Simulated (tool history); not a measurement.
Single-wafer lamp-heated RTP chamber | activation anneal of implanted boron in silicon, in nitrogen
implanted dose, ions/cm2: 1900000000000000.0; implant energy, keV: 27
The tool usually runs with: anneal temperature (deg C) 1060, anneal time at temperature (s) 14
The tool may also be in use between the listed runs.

run,day,anneal temperature (deg C),anneal time at temperature (s),"read-back reference wafer on the same gauge, sheet resistance",sheet resistance of the implanted and annealed layer (ohm/square)
1,0.000,1060,14,64.95,62.04
2,1.783,1060,14,64.89,61.92
# day 4.854: reflector plate cleaned
3,5.896,1060,14,64.87,62.32
# day 6.592: pyrometer window cleaned and pyrometer calibrated
4,9.158,1060,14,64.92,62.01
5,16.571,1060,14,64.86,62.12
6,19.071,1060,10,64.91,62.47
7,23.562,1060,10,64.88,62.48
8,26.546,1060,10,64.90,62.62
# day 27.133: reflector plate cleaned
9,29.025,1052,11,64.89,63.21
10,32.650,1060,14,64.83,62.04
# day 34.600: pyrometer window cleaned and pyrometer calibrated
11,36.692,1060,14,64.90,61.76
12,40.583,1060,14,64.93,62.28
13,43.262,1060,14,64.93,62.01
14,45.508,1060,14,64.82,62.29
15,48.388,1060,14,64.88,61.93
# day 50.092: reflector plate cleaned
16,52.592,1060,17,64.90,61.80
17,55.692,1043,16,64.85,63.59
# day 58.317: pyrometer window cleaned and pyrometer calibrated
18,58.821,1068,19,64.90,61.27
19,62.038,1060,14,64.86,62.08
20,64.475,1060,14,64.97,62.17
# day 66.258: gauge calibrated
21,67.796,1032,17,64.85,64.62
22,70.600,1060,14,64.90,62.13
23,72.417,1083,14,64.92,60.83
24,73.950,1034,14,64.91,64.75
# day 76.296: reflector plate cleaned
25,86.042,1081,8,64.92,61.76
# day 86.712: pyrometer window cleaned and pyrometer calibrated
26,89.967,1040,7,64.90,65.45
27,93.258,1060,14,64.89,62.00
# day 102.504: reflector plate cleaned
28,105.621,1050,10,64.87,63.31
29,108.058,1043,9,64.89,64.63
# day 109.158: pyrometer window cleaned and pyrometer calibrated
30,110.767,1047,18,64.87,62.64
31,114.229,1042,11,64.93,64.48
32,118.233,1086,19,64.92,60.02
33,120.371,1034,14,64.87,64.82
34,123.804,1070,21,64.91,60.54

Predict each of these 3 candidate next runs independently; none follows another, all start after run 34:
A,123.821,1060,14,?,?
B,123.821,1035,8,?,?
C,123.821,1080,9,?,?

run,"read-back reference wafer on the same gauge, sheet resistance",sheet resistance of the implanted and annealed layer (ohm/square)
A,64.91,62.07
B,64.91,65.90
C,64.91,61.55
Without the tool's unlogged condition, the same runs would have read:
run,sheet resistance of the implanted and annealed layer (ohm/square)
A,62.07
B,65.90
C,61.55

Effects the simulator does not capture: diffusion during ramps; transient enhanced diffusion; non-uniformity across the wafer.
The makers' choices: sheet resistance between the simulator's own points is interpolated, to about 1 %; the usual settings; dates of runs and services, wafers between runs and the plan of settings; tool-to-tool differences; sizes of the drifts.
